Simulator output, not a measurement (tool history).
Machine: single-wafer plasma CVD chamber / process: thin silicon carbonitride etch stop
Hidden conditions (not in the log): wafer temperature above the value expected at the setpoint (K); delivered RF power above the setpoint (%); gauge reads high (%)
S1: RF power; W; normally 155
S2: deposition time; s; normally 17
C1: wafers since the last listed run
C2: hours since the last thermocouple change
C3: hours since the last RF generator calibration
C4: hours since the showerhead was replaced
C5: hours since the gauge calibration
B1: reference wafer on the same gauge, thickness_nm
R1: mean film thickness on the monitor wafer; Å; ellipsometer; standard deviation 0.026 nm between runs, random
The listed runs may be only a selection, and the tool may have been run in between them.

{"run": 1, "hour": 0.0, "S1": 155, "S2": 14.6, "C1": 0, "C2": 770.9, "C3": 2330.1, "C4": 4560.1, "C5": 1374.1, "B1": 8.687, "R1": 74.57}
{"hour": 21.0, "done": "RF generator calibrated"}
{"run": 2, "hour": 103.4, "S1": 155, "S2": 14.6, "C1": 1251, "C2": 874.3, "C3": 82.4, "C4": 4663.5, "C5": 1477.5, "B1": 8.697, "R1": 74.85}
{"run": 3, "hour": 207.1, "S1": 155, "S2": 14.6, "C1": 1360, "C2": 978, "C3": 186.1, "C4": 4767.2, "C5": 1581.2, "B1": 8.692, "R1": 74.48}
{"hour": 225.0, "done": "thermocouple changed; heater temperature recalibrated"}
{"run": 4, "hour": 266.5, "S1": 155, "S2": 15.8, "C1": 674, "C2": 41.5, "C3": 245.5, "C4": 4826.6, "C5": 1640.6, "B1": 8.681, "R1": 81.19}
{"run": 5, "hour": 346.5, "S1": 155, "S2": 17, "C1": 1049, "C2": 121.5, "C3": 325.5, "C4": 4906.6, "C5": 1720.6, "B1": 8.679, "R1": 87.19}
{"run": 6, "hour": 403.2, "S1": 155, "S2": 17, "C1": 743, "C2": 178.2, "C3": 382.2, "C4": 4963.3, "C5": 1777.3, "B1": 8.686, "R1": 86.6}
{"run": 7, "hour": 463.1, "S1": 155, "S2": 17, "C1": 785, "C2": 238.1, "C3": 442.1, "C4": 5023.2, "C5": 1837.2, "B1": 8.683, "R1": 86.41}
{"run": 8, "hour": 560.9, "S1": 155, "S2": 17, "C1": 1282, "C2": 335.9, "C3": 539.9, "C4": 5121, "C5": 1935, "B1": 8.693, "R1": 87.27}
{"run": 9, "hour": 602.4, "S1": 155, "S2": 17, "C1": 544, "C2": 377.4, "C3": 581.4, "C4": 5162.5, "C5": 1976.5, "B1": 8.689, "R1": 87.34}
{"run": 10, "hour": 683.3, "S1": 155, "S2": 17, "C1": 1061, "C2": 458.3, "C3": 662.3, "C4": 5243.4, "C5": 2057.4, "B1": 8.689, "R1": 87.08}
{"run": 11, "hour": 738.6, "S1": 180, "S2": 17, "C1": 725, "C2": 513.6, "C3": 717.6, "C4": 5298.7, "C5": 2112.7, "B1": 8.688, "R1": 92.25}
{"run": 12, "hour": 1003.6, "S1": 180, "S2": 17, "C1": 3475, "C2": 778.6, "C3": 982.6, "C4": 5563.7, "C5": 2377.7, "B1": 8.694, "R1": 92.16}
{"hour": 1136.0, "done": "thermocouple changed; heater temperature recalibrated"}
{"run": 13, "hour": 1136.5, "S1": 180, "S2": 17, "C1": 1638, "C2": 0.5, "C3": 1115.5, "C4": 5696.6, "C5": 2510.6, "B1": 8.68, "R1": 92.37}
{"run": 14, "hour": 1230.9, "S1": 155, "S2": 17, "C1": 1238, "C2": 94.9, "C3": 1209.9, "C4": 5791, "C5": 2605, "B1": 8.689, "R1": 86.7}
{"run": 15, "hour": 1286.9, "S1": 155, "S2": 17, "C1": 734, "C2": 150.9, "C3": 1265.9, "C4": 5847, "C5": 2661, "B1": 8.709, "R1": 87.27}
{"run": 16, "hour": 1336.7, "S1": 155, "S2": 17, "C1": 653, "C2": 200.7, "C3": 1315.7, "C4": 5896.8, "C5": 2710.8, "B1": 8.685, "R1": 87.33}
{"run": 17, "hour": 1392.9, "S1": 155, "S2": 18.8, "C1": 737, "C2": 256.9, "C3": 1371.9, "C4": 5953, "C5": 2767, "B1": 8.691, "R1": 96.25}
{"run": 18, "hour": 1488.9, "S1": 155, "S2": 19.8, "C1": 1259, "C2": 352.9, "C3": 1467.9, "C4": 6049, "C5": 2863, "B1": 8.686, "R1": 101.25}
{"run": 19, "hour": 1563.7, "S1": 155, "S2": 16, "C1": 981, "C2": 427.7, "C3": 1542.7, "C4": 6123.8, "C5": 2937.8, "B1": 8.695, "R1": 82.04}
{"run": 20, "hour": 1656.7, "S1": 155, "S2": 17, "C1": 1219, "C2": 520.7, "C3": 1635.7, "C4": 6216.8, "C5": 3030.8, "B1": 8.695, "R1": 87.45}
{"run": 21, "hour": 1740.3, "S1": 130, "S2": 14.7, "C1": 1096, "C2": 604.3, "C3": 1719.3, "C4": 6300.4, "C5": 3114.4, "B1": 8.692, "R1": 70.06}
{"hour": 1782.7, "done": "gauge calibrated"}
{"run": 22, "hour": 1808.3, "S1": 155, "S2": 17, "C1": 891, "C2": 672.3, "C3": 1787.3, "C4": 6368.4, "C5": 25.6, "B1": 8.684, "R1": 87.21}
{"run": 23, "hour": 1862.2, "S1": 140, "S2": 20, "C1": 706, "C2": 726.2, "C3": 1841.2, "C4": 6422.3, "C5": 79.5, "B1": 8.697, "R1": 98.32}
{"run": 24, "hour": 1909.2, "S1": 155, "S2": 17, "C1": 616, "C2": 773.2, "C3": 1888.2, "C4": 6469.3, "C5": 126.5, "B1": 8.696, "R1": 86.92}
{"run": 25, "hour": 1986.5, "S1": 185, "S2": 19.9, "C1": 1013, "C2": 850.5, "C3": 1965.5, "C4": 6546.6, "C5": 203.8, "B1": 8.706, "R1": 108.99}
{"run": 26, "hour": 2043.4, "S1": 130, "S2": 17, "C1": 746, "C2": 907.4, "C3": 2022.4, "C4": 6603.5, "C5": 260.7, "B1": 8.69, "R1": 81.18}
{"hour": 2132.3, "done": "thermocouple changed; heater temperature recalibrated"}
{"run": 27, "hour": 2135.7, "S1": 180, "S2": 15.2, "C1": 1105, "C2": 3.4, "C3": 2114.7, "C4": 6695.8, "C5": 353, "B1": 8.677, "R1": 82.73}
{"run": 28, "hour": 2220.6, "S1": 130, "S2": 18.9, "C1": 1113, "C2": 88.3, "C3": 2199.6, "C4": 6780.7, "C5": 437.9, "B1": 8.69, "R1": 89.91}
{"hour": 2254.4, "done": "RF generator calibrated"}
{"hour": 2326.8, "done": "showerhead replaced"}
{"run": 29, "hour": 2376.3, "S1": 170, "S2": 14, "C1": 1832, "C2": 244, "C3": 121.9, "C4": 49.5, "C5": 593.6, "B1": 8.694, "R1": 74.51}
{"run": 30, "hour": 2466.2, "S1": 155, "S2": 17, "C1": 1179, "C2": 333.9, "C3": 211.8, "C4": 139.4, "C5": 683.5, "B1": 8.698, "R1": 87.03}
{"run": 31, "hour": 2569.8, "S1": 130, "S2": 20.3, "C1": 1358, "C2": 437.5, "C3": 315.4, "C4": 243, "C5": 787.1, "B1": 8.683, "R1": 96.96}
{"run": 32, "hour": 2643.4, "S1": 175, "S2": 18, "C1": 965, "C2": 511.1, "C3": 389, "C4": 316.6, "C5": 860.7, "B1": 8.683, "R1": 96.54}
{"run": 33, "hour": 2686.7, "S1": 155, "S2": 17, "C1": 567, "C2": 554.4, "C3": 432.3, "C4": 359.9, "C5": 904, "B1": 8.682, "R1": 86.52}
{"run": 34, "hour": 2952.7, "S1": 155, "S2": 17, "C1": 3488, "C2": 820.4, "C3": 698.3, "C4": 625.9, "C5": 1170, "B1": 8.697, "R1": 86.71}

Below are 5 alternative next runs, each starting from the tool's condition after run 34. Predict each:
{"run": "A", "hour": 2953.1, "S1": 165, "S2": 17, "C1": 5, "C2": 820.8, "C3": 698.7, "C4": 626.3, "C5": 1170.4, "B1": "?", "R1": "?"}
{"run": "B", "hour": 2953.1, "S1": 145, "S2": 15.8, "C1": 5, "C2": 820.8, "C3": 698.7, "C4": 626.3, "C5": 1170.4, "B1": "?", "R1": "?"}
{"run": "C", "hour": 2953.1, "S1": 140, "S2": 15, "C1": 5, "C2": 820.8, "C3": 698.7, "C4": 626.3, "C5": 1170.4, "B1": "?", "R1": "?"}
{"run": "D", "hour": 2953.1, "S1": 135, "S2": 18.4, "C1": 5, "C2": 820.8, "C3": 698.7, "C4": 626.3, "C5": 1170.4, "B1": "?", "R1": "?"}
{"run": "E", "hour": 2953.1, "S1": 135, "S2": 14.1, "C1": 5, "C2": 820.8, "C3": 698.7, "C4": 626.3, "C5": 1170.4, "B1": "?", "R1": "?"}

run=A B1=8.682 R1=89.26
run=B B1=8.682 R1=78.82
run=C B1=8.682 R1=73.77
run=D B1=8.682 R1=89.14
run=E B1=8.682 R1=68.31
The same runs, with their run-to-run variation unchanged, on a tool lacking any hidden condition would have given:
run=A R1=89.26
run=B R1=78.82
run=C R1=73.77
run=D R1=89.14
run=E R1=68.31
